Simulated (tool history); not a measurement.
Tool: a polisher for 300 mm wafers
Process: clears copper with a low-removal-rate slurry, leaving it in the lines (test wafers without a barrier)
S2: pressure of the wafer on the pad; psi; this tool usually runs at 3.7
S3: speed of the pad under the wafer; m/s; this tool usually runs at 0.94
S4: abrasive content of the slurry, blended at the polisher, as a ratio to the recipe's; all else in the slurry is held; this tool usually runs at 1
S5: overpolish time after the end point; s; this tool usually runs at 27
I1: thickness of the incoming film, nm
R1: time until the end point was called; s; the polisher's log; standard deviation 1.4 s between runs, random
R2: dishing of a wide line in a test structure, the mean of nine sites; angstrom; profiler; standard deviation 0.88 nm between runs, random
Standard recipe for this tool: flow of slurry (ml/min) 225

{"run": 1, "hour": 0.0, "flow of slurry (ml/min)": 225, "S2": 3.7, "S3": 1.02, "S4": 1, "S5": 18, "I1": 560.9, "R1": 130.4, "R2": 578}
{"run": 2, "hour": 8.6, "flow of slurry (ml/min)": 225, "S2": 3.7, "S3": 1.02, "S4": 1, "S5": 18, "I1": 556.2, "R1": 129.4, "R2": 575}
{"run": 3, "hour": 21.2, "flow of slurry (ml/min)": 225, "S2": 3.7, "S3": 1.02, "S4": 1, "S5": 18, "I1": 555, "R1": 127.7, "R2": 574}
{"run": 4, "hour": 36.0, "flow of slurry (ml/min)": 225, "S2": 3.7, "S3": 0.94, "S4": 1, "S5": 27, "I1": 564.6, "R1": 141.9, "R2": 751}
{"run": 5, "hour": 53.3, "flow of slurry (ml/min)": 225, "S2": 3.7, "S3": 0.94, "S4": 1, "S5": 27, "I1": 566.6, "R1": 142.3, "R2": 768}
{"run": 6, "hour": 65.4, "flow of slurry (ml/min)": 225, "S2": 3.7, "S3": 0.94, "S4": 1, "S5": 27, "I1": 563.7, "R1": 142, "R2": 761}
{"run": 7, "hour": 79.9, "flow of slurry (ml/min)": 225, "S2": 3.7, "S3": 0.94, "S4": 1, "S5": 27, "I1": 556, "R1": 139.8, "R2": 751}
{"run": 8, "hour": 92.5, "flow of slurry (ml/min)": 225, "S2": 3.7, "S3": 0.94, "S4": 1, "S5": 27, "I1": 555.5, "R1": 139.1, "R2": 745}
{"run": 9, "hour": 107.7, "flow of slurry (ml/min)": 225, "S2": 3.7, "S3": 0.94, "S4": 1, "S5": 27, "I1": 560, "R1": 141.1, "R2": 759}
{"run": 10, "hour": 121.9, "flow of slurry (ml/min)": 225, "S2": 3.7, "S3": 0.94, "S4": 1, "S5": 27, "I1": 559.3, "R1": 139.4, "R2": 750}
{"hour": 142.5, "done": "worn pad replaced by a new one"}
{"run": 11, "hour": 147.8, "flow of slurry (ml/min)": 225, "S2": 3.7, "S3": 0.94, "S4": 1, "S5": 27, "I1": 569.6, "R1": 143.5, "R2": 757}
{"run": 12, "hour": 163.9, "flow of slurry (ml/min)": 225, "S2": 3.7, "S3": 0.94, "S4": 1, "S5": 27, "I1": 554.5, "R1": 137.7, "R2": 757}
{"run": 13, "hour": 170.9, "flow of slurry (ml/min)": 225, "S2": 3.7, "S3": 1.04, "S4": 1, "S5": 27, "I1": 556.4, "R1": 124.2, "R2": 817}
{"run": 14, "hour": 178.7, "flow of slurry (ml/min)": 225, "S2": 3.7, "S3": 0.94, "S4": 1, "S5": 12, "I1": 564.9, "R1": 140.9, "R2": 377}
{"run": 15, "hour": 193.2, "flow of slurry (ml/min)": 225, "S2": 3.7, "S3": 0.94, "S4": 1, "S5": 27, "I1": 565.8, "R1": 143.4, "R2": 757}
{"hour": 201.7, "done": "slurry nozzle cleaned"}
{"run": 16, "hour": 208.0, "flow of slurry (ml/min)": 225, "S2": 3.7, "S3": 0.94, "S4": 1, "S5": 27, "I1": 560.1, "R1": 141.6, "R2": 744}
{"run": 17, "hour": 215.4, "flow of slurry (ml/min)": 225, "S2": 4.2, "S3": 1.24, "S4": 1, "S5": 27, "I1": 554.5, "R1": 93.8, "R2": 1036}
{"run": 18, "hour": 232.0, "flow of slurry (ml/min)": 225, "S2": 4.9, "S3": 0.68, "S4": 0.8, "S5": 16, "I1": 555.8, "R1": 154, "R2": 457}
{"hour": 235.5, "done": "slurry blender recalibrated"}
{"run": 19, "hour": 240.8, "flow of slurry (ml/min)": 225, "S2": 3.7, "S3": 1.18, "S4": 1, "S5": 27, "I1": 557.2, "R1": 112.2, "R2": 896}
{"hour": 246.3, "done": "head pressure recalibrated"}
{"run": 20, "hour": 256.6, "flow of slurry (ml/min)": 225, "S2": 3.3, "S3": 1.22, "S4": 0.75, "S5": 22, "I1": 554.1, "R1": 128.4, "R2": 683}
{"run": 21, "hour": 275.6, "flow of slurry (ml/min)": 225, "S2": 4.1, "S3": 0.94, "S4": 1, "S5": 27, "I1": 560.1, "R1": 128, "R2": 804}
{"run": 22, "hour": 289.2, "flow of slurry (ml/min)": 225, "S2": 3.7, "S3": 0.94, "S4": 1, "S5": 27, "I1": 562.4, "R1": 140.8, "R2": 753}
{"run": 23, "hour": 302.4, "flow of slurry (ml/min)": 175, "S2": 3.7, "S3": 0.94, "S4": 1, "S5": 13, "I1": 567.2, "R1": 146, "R2": 391}
{"run": 24, "hour": 311.9, "flow of slurry (ml/min)": 225, "S2": 3.7, "S3": 0.94, "S4": 1, "S5": 27, "I1": 562.8, "R1": 141.3, "R2": 747}
{"run": 25, "hour": 320.0, "flow of slurry (ml/min)": 225, "S2": 2.4, "S3": 0.94, "S4": 1, "S5": 17, "I1": 568.1, "R1": 224, "R2": 342}
{"run": 26, "hour": 335.4, "flow of slurry (ml/min)": 290, "S2": 3.7, "S3": 0.94, "S4": 1.25, "S5": 27, "I1": 564.4, "R1": 131.5, "R2": 805}

Alternative continuations, all from the tool just after run 26; predict every row:
{"run": "A", "hour": 335.9, "flow of slurry (ml/min)": 225, "S2": 3.7, "S3": 0.94, "S4": 1, "S5": 27, "I1": 556, "R1": "?", "R2": "?"}
{"run": "B", "hour": 335.9, "flow of slurry (ml/min)": 225, "S2": 2.4, "S3": 0.94, "S4": 1, "S5": 27, "I1": 556, "R1": "?", "R2": "?"}
{"run": "C", "hour": 335.9, "flow of slurry (ml/min)": 180, "S2": 2.6, "S3": 1.12, "S4": 1, "S5": 27, "I1": 556, "R1": "?", "R2": "?"}

run=A R1=136.9 R2=737
run=B R1=211.1 R2=500
run=C R1=168.5 R2=605
Without the tool's hidden state the same runs would have given:
run=A R1=136.9 R2=737
run=B R1=211.1 R2=500
run=C R1=168.5 R2=605
